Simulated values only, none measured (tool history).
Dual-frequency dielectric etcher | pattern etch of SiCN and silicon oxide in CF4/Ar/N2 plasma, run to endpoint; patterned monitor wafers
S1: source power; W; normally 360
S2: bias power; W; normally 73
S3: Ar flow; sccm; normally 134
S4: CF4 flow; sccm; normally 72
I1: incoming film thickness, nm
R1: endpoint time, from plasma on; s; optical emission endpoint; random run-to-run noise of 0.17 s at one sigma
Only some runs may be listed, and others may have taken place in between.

run	hour	S1	S2	S3	S4	I1	R1
1	0	360	73	134	72	15.22	22.2
# hour 23.6: source power generator calibrated
# hour 35.5: wet clean of the chamber
2	36	360	73	134	72	15.22	19.9
3	53.2	360	73	134	72	15.1	19.8
4	69.9	360	73	134	72	14.93	19.8
5	92.4	360	73	134	72	15.17	20.1
# hour 107.9: Ar flow controller replaced
6	109.9	360	73	134	72	15.14	20.3
7	140.2	360	73	134	72	15.17	20.3
# hour 170: upper electrode replaced
8	170.5	360	73	134	72	15.01	20
9	170.9	360	73	124	64	15.14	20.2
10	194.1	400	73	134	72	15.06	18.1
# hour 217.6: bias power generator calibrated
# hour 230.4: wet clean of the chamber, repeated, since the last time left the tool worse
11	230.9	300	83	120	65	15.01	23.7
12	256.1	360	88	134	72	15.15	19.2
13	287	360	78	134	81	15	20.3
14	300.7	440	73	134	87	15.06	17
15	335.7	320	73	123	72	15.13	23.8
# hour 345.2: CF4 flow controller replaced
16	353.5	360	73	134	72	15.04	21.3
17	381.1	440	57	115	72	15.02	19.6
18	412	280	73	134	72	15.07	28.1
19	430.4	440	80	120	63	14.97	16.6
20	452.1	450	66	107	72	15.23	17.7
21	473.4	360	87	158	60	15.08	20.8
22	504.2	360	81	134	59	15.11	21.1
23	518.9	360	73	134	72	15.03	21.7
24	542.6	360	73	124	64	15	22
25	568.2	360	73	134	72	15.07	22

Same runs, no hidden state in the tool, same run-to-run variation:
The hidden state here: etch rate over this chamber's usual, %; source power that arrives over what is set, %; bias power that arrives over what is set, %; Ar flow that arrives over what is set, %; CF4 flow that arrives over what is set, %.
run	R1
1	21.2
2	21.2
3	21.2
4	21
5	21.4
6	21.6
7	21.4
8	21.1
9	21.3
10	19
11	23.7
12	19.1
13	20.2
14	16.8
15	23.6
16	21
17	19.4
18	27.6
19	16.3
20	17.3
21	20.3
22	20.5
23	21.1
24	21.3
25	21.3
